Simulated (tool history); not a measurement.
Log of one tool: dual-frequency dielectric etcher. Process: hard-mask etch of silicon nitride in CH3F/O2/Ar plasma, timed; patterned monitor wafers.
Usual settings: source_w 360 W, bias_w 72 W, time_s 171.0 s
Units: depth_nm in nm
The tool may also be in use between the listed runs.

run   hour  source_w  bias_w  time_s  wafers since the last listed run  hours since the last wet clean  hours since the last source power generator calibration  hours since the last bias power generator calibration  hours since the last upper electrode change  hours since the gauge calibration  read-back reference wafer on the same gauge, depth_nm  depth_nm
  1    0.0       360      72   130.5                                 0                            95.7                                                   3617.4                                                 1441.8                                       4447.5                              303.5                                                   93.0      85.1
  2   19.5       360      72   130.5                               106                           115.2                                                   3636.9                                                 1461.3                                       4467.0                              323.0                                                   93.0      85.0
  3   35.1       360      72   130.5                                85                           130.8                                                   3652.5                                                 1476.9                                       4482.6                              338.6                                                   93.0      85.0
  4   57.9       360      72   145.0                               124                           153.6                                                   3675.3                                                 1499.7                                       4505.4                              361.4                                                   93.0      94.9
  5  154.1       360      72   145.0                               526                           249.8                                                   3771.5                                                 1595.9                                       4601.6                              457.6                                                   93.0      95.3
  6  168.6       360      79   187.0                                79                           264.3                                                   3786.0                                                 1610.4                                       4616.1                              472.1                                                   93.1     125.5
  7  185.7       360      79   187.0                                93                           281.4                                                   3803.1                                                 1627.5                                       4633.2                              489.2                                                   93.0     125.8
  8  210.8       360      72   171.0                               137                           306.5                                                   3828.2                                                 1652.6                                       4658.3                              514.3                                                   93.0     112.4
  9  231.1       300      72   171.0                               111                           326.8                                                   3848.5                                                 1672.9                                       4678.6                              534.6                                                   93.0     103.8
     286.6  -- wet clean of the chamber
 10  287.1       360      72   171.0                               175                             0.5                                                   3904.5                                                 1728.9                                       4734.6                              590.6                                                   93.0     110.8
     296.2  -- gauge calibrated
 11  296.7       390      72   141.0                                52                            10.1                                                   3914.1                                                 1738.5                                       4744.2                                0.5                                                   93.0      94.7
 12  316.5       320      72   126.0                               108                            29.9                                                   3933.9                                                 1758.3                                       4764.0                               20.3                                                   93.0      77.7
 13  351.9       360      72   171.0                               193                            65.3                                                   3969.3                                                 1793.7                                       4799.4                               55.7                                                   93.0     111.2
 14  369.8       310      72   171.0                                97                            83.2                                                   3987.2                                                 1811.6                                       4817.3                               73.6                                                   93.0     104.5
     380.9  -- bias power generator calibrated
     402.0  -- source power generator calibrated
 15  405.4       300      87   171.0                               151                           118.8                                                      3.4                                                   24.5                                       4852.9                              109.2                                                   93.0     107.8
     440.4  -- upper electrode replaced
 16  440.9       280      79   171.0                                62                           154.3                                                     38.9                                                   60.0                                          0.5                              144.7                                                   93.0     102.1
 17  471.8       360      72   171.0                               169                           185.2                                                     69.8                                                   90.9                                         31.4                              175.6                                                   93.0     111.7
 18  491.5       360      72   171.0                               107                           204.9                                                     89.5                                                  110.6                                         51.1                              195.3                                                   93.0     111.8
 19  505.9       360      72   171.0                                78                           219.3                                                    103.9                                                  125.0                                         65.5                              209.7                                                   92.9     111.7
 20  527.4       360      78   171.0                               117                           240.8                                                    125.4                                                  146.5                                         87.0                              231.2                                                   93.0     114.0
 21  553.5       440      85   213.0                               142                           266.9                                                    151.5                                                  172.6                                        113.1                              257.3                                                   93.0     158.8

Hidden state at the last listed run before each entry between runs and at the first one after, where it differs:
Between runs 9 and 10: wet clean of the chamber (hour 286.6)
  etch rate over this chamber's usual, %: 1.51 -> -0.339
  measured less the result without the state, depth_nm: +1.6 -> -0.4 nm
Between runs 10 and 11: gauge calibrated (hour 296.2)
  etch rate over this chamber's usual, %: -0.339 -> -0.29
  measured less the result without the state, depth_nm: -0.4 -> -0.3 nm
Between runs 14 and 15: bias power generator calibrated (hour 380.9); source power generator calibrated (hour 402.0)
  etch rate over this chamber's usual, %: 0.0797 -> 0.26
  measured less the result without the state, depth_nm: +0.1 -> +0.3 nm
Between runs 15 and 16: upper electrode replaced (hour 440.4)
  etch rate over this chamber's usual, %: 0.26 -> 0.44
  measured less the result without the state, depth_nm: +0.3 -> +0.5 nm
